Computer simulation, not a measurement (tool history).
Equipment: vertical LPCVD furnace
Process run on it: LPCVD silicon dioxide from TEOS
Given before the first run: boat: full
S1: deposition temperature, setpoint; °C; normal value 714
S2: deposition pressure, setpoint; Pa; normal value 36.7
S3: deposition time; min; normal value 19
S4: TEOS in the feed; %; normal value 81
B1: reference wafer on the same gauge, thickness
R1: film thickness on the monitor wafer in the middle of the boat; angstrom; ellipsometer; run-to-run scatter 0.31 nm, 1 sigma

run	hour	S1	S2	S3	S4	B1	R1
1	0	714	33.3	19	81	208.8	2208.5
2	23.9	714	33.3	19	81	208.91	2204.6
3	92.9	714	33.3	19	81	208.97	2221.3
4	115.4	714	36.7	19	81	208.98	2324.1
# hour 121.5: gauge calibrated
# hour 149.8: pressure gauge zeroed
5	150.3	714	36.7	19	81	208.89	2332.3
6	154.9	714	36.7	19	81	209.07	2325.1
7	166.3	714	36.7	19	81	209.06	2322.4
# hour 205.9: TEOS flow controller replaced
8	206.4	714	43.3	19	81	208.89	2538.4
9	211.1	720	36.7	19	94	208.97	2877.1
# hour 249.8: thermocouples replaced and temperature profile calibrated
10	250.3	723	41.3	19	81	208.96	2723.3
11	262.7	706	30.7	25	92	208.98	2241.8
12	298.8	714	36.7	19	81	209.11	2098.5
13	321.7	714	32.7	19	81	209.02	1979.6
14	335.3	710	36.7	19	72	209.05	1806.3
15	356.4	705	32	19	97	209.05	1743.7

Alternative continuations, all from the tool just after run 15; predict every row:
A	361.1	714	36.7	19	71	?	?
B	361.1	720	40	26	67	?	?
C	361.1	707	36.7	16	71	?	?

run	B1	R1
A	208.87	1963.1
B	208.87	3118.3
C	208.87	1409.9
With no hidden state in the tool, these same runs would have given:
run	R1
A	1938.3
B	3079.3
C	1391.8
